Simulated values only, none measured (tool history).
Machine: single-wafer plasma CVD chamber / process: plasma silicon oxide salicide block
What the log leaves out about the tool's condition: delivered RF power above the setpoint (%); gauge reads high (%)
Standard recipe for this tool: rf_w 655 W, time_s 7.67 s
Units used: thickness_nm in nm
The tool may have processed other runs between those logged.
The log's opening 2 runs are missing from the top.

run,hour,rf_w,time_s,wafers since the last listed run,hours since the last RF generator calibration,hours since the showerhead was replaced,hours since the gauge calibration,"read-back reference wafer on the same gauge, thickness_nm",thickness_nm
# hour 62.6: RF generator calibrated
3,114.2,590,7.67,1408,51.6,4943.5,851.3,63.941,69.360
4,178.4,590,7.67,1449,115.8,5007.7,915.5,63.977,70.059
5,204.7,655,7.67,593,142.1,5034.0,941.8,64.022,72.941
6,260.1,560,7.67,1250,197.5,5089.4,997.2,64.073,69.068
7,315.2,560,7.67,1243,252.6,5144.5,1052.3,64.103,68.942
8,351.3,695,8.14,814,288.7,5180.6,1088.4,63.955,78.582
9,395.4,695,8.14,995,332.8,5224.7,1132.5,64.004,79.035
10,420.1,695,8.14,557,357.5,5249.4,1157.2,64.031,78.256
11,470.8,655,7.31,1144,408.2,5300.1,1207.9,63.976,69.098
12,538.6,655,7.31,1530,476.0,5367.9,1275.7,63.925,68.769
13,583.1,655,7.31,1004,520.5,5412.4,1320.2,63.975,68.980
14,634.4,655,7.21,1157,571.8,5463.7,1371.5,64.001,68.011
15,676.5,655,7.21,950,613.9,5505.8,1413.6,63.937,68.035
# hour 682.1: gauge calibrated
16,723.1,655,7.21,1051,660.5,5552.4,41.0,64.093,68.312
17,761.5,655,7.67,866,698.9,5590.8,79.4,63.890,72.352

For run 18, what comes out?
18,814.3,655,7.67,1191,751.7,5643.6,132.2,?,?

{"run 18": {"read-back reference wafer on the same gauge, thickness_nm": 63.997, "thickness_nm": 72.703}}
If the tool had no hidden condition, the same run with the same run-to-run variation would have returned thickness_nm 72.703 nm.
